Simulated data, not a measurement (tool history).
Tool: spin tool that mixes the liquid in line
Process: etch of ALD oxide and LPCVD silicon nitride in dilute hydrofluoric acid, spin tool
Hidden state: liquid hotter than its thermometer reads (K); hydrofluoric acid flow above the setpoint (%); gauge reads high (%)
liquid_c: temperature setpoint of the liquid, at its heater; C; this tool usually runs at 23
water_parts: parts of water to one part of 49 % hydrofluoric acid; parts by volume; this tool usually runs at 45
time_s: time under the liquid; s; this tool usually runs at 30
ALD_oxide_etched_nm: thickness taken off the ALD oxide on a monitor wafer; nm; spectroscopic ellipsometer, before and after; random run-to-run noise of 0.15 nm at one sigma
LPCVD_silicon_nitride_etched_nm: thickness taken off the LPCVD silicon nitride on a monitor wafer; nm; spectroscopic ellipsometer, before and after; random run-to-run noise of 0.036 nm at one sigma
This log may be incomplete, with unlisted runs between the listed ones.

run     day  liquid_c  water_parts  time_s  wafers since the last listed run  hours since the thermometer was replaced  hours since the hydrofluoric acid flow meter was replaced  hours since the gauge calibration  read-back film thickness of the ALD oxide reference wafer, read on the same gauge (nm)  read-back film thickness of the LPCVD silicon nitride reference wafer, read on the same gauge (nm)  ALD_oxide_etched_nm  LPCVD_silicon_nitride_etched_nm
  1       0        23           45      30                                 0                                        15                                                      523.4                             1995.2                                                                                      90                                                                                              90.023                23.32                            0.309
  2   3.838        23           45      30                              1905                                     107.1                                                      615.5                             2087.3                                                                                   89.99                                                                                              89.984                23.44                            0.398
  3   7.475        23           45      15                              1806                                     194.4                                                      702.8                             2174.6                                                                                   90.02                                                                                              89.984                11.83                            0.146
     14.458  -- gauge calibrated
     17.738  -- hydrofluoric acid flow meter replaced
  4  18.775        23           45      30                              5590                                     465.6                                                       24.9                              103.6                                                                                      90                                                                                              90.019                22.52                            0.294
  5  22.017        23           45      30                              1609                                     543.4                                                      102.7                              181.4                                                                                   90.04                                                                                              90.006                22.56                            0.382
  6  23.825      21.5           40      30                               897                                     586.8                                                      146.1                              224.8                                                                                      90                                                                                              90.004                24.22                            0.307
  7  27.775        27           45      30                              1961                                     681.6                                                      240.9                              319.6                                                                                      90                                                                                              89.998                27.06                            0.432
  8  29.471      21.5           35      15                               842                                     722.3                                                      281.6                              360.3                                                                                   89.98                                                                                              90.021                13.88                            0.196
  9  31.121        23           45      40                               819                                     761.9                                                      321.2                              399.9                                                                                   90.01                                                                                              89.986                30.75                            0.459
 10  34.358        25           35      50                              1607                                     839.6                                                      398.9                              477.6                                                                                      90                                                                                              89.984                55.09                            0.674
 11  38.838        23           50      30                              2224                                     947.1                                                      506.4                              585.1                                                                                   90.04                                                                                              90.001                20.72                             0.21
 12  44.554      25.5           55      15                              2838                                    1084.3                                                      643.6                              722.3                                                                                   90.02                                                                                              90.028                10.59                            0.165
 13  46.275        23           35      40                               854                                    1125.6                                                      684.9                              763.6                                                                                   89.97                                                                                              89.994                40.71                            0.544
 14  49.225        23           45      30                              1464                                    1196.4                                                      755.7                              834.4                                                                                      90                                                                                              89.999                23.69                            0.306
 15   60.15      21.5           40      30                              5425                                    1458.6                                                     1017.9                             1096.6                                                                                      90                                                                                              90.031                25.74                            0.335
 16  61.888      20.5           45      30                               862                                    1500.3                                                     1059.6                             1138.3                                                                                   90.04                                                                                              90.037                22.09                            0.246
     63.579  -- hydrofluoric acid flow meter replaced
 17  63.888        25           45      30                               972                                    1548.3                                                        7.4                             1186.3                                                                                   90.04                                                                                              89.982                24.36                            0.304
 18  67.546      19.5           45      30                              1816                                    1636.1                                                       95.2                             1274.1                                                                                   90.01                                                                                              90.023                19.42                            0.272
 19  69.908        26           45      30                              1173                                    1692.8                                                      151.9                             1330.8                                                                                      90                                                                                              89.985                25.84                            0.408
 20  73.221      19.5           40      40                              1644                                    1772.3                                                      231.4                             1410.3                                                                                   90.03                                                                                              90.032                29.67                            0.408
     76.067  -- thermometer replaced
 21  76.171        23           45      30                              1444                                       2.5                                                      302.2                             1481.1                                                                                   89.99                                                                                              90.019                23.02                            0.275
 22  79.533        23           45      30                              1669                                      83.2                                                      382.9                             1561.8                                                                                   89.97                                                                                              89.989                22.97                            0.384
 23  81.646        23           45      30                              1049                                     133.9                                                      433.6                             1612.5                                                                                      90                                                                                               90.01                23.11                            0.374
 24   83.45        23           65      30                               895                                     177.2                                                      476.9                             1655.8                                                                                   90.01                                                                                              89.976                15.53                            0.175
 25  85.954        23           45      30                              1243                                     237.3                                                        537                             1715.9                                                                                   90.02                                                                                              90.001                23.13                            0.312

Consider 5 possible next runs. They are alternatives, not a sequence: every one starts from the tool as it was left by run 25. What does each give?
  A  85.971        23           45      30                                 8                                     237.7                                                      537.4                             1716.3                                                                                       ?                                                                                                   ?                    ?                                ?
  B  85.971      27.5           35      20                                 8                                     237.7                                                      537.4                             1716.3                                                                                       ?                                                                                                   ?                    ?                                ?
  C  85.971      19.5           30      15                                 8                                     237.7                                                      537.4                             1716.3                                                                                       ?                                                                                                   ?                    ?                                ?
  D  85.971        28           30      40                                 8                                     237.7                                                      537.4                             1716.3                                                                                       ?                                                                                                   ?                    ?                                ?
  E  85.971        23           30      30                                 8                                     237.7                                                      537.4                             1716.3                                                                                       ?                                                                                                   ?                    ?                                ?

run  read-back film thickness of the ALD oxide reference wafer, read on the same gauge (nm)  read-back film thickness of the LPCVD silicon nitride reference wafer, read on the same gauge (nm)  ALD_oxide_etched_nm  LPCVD_silicon_nitride_etched_nm
  A                                                                                   89.97                                                                                              90.007                23.36                            0.291
  B                                                                                   89.97                                                                                              90.007                24.42                            0.336
  C                                                                                   89.97                                                                                              90.007                15.37                            0.169
  D                                                                                   89.97                                                                                              90.007                58.57                            0.806
  E                                                                                   89.97                                                                                              90.007                35.71                            0.432
Without the tool's hidden state the same runs would have given:
run  ALD_oxide_etched_nm  LPCVD_silicon_nitride_etched_nm
  A                22.42                            0.281
  B                23.45                            0.323
  C                14.77                            0.163
  D                56.24                            0.777
  E                 34.3                            0.416

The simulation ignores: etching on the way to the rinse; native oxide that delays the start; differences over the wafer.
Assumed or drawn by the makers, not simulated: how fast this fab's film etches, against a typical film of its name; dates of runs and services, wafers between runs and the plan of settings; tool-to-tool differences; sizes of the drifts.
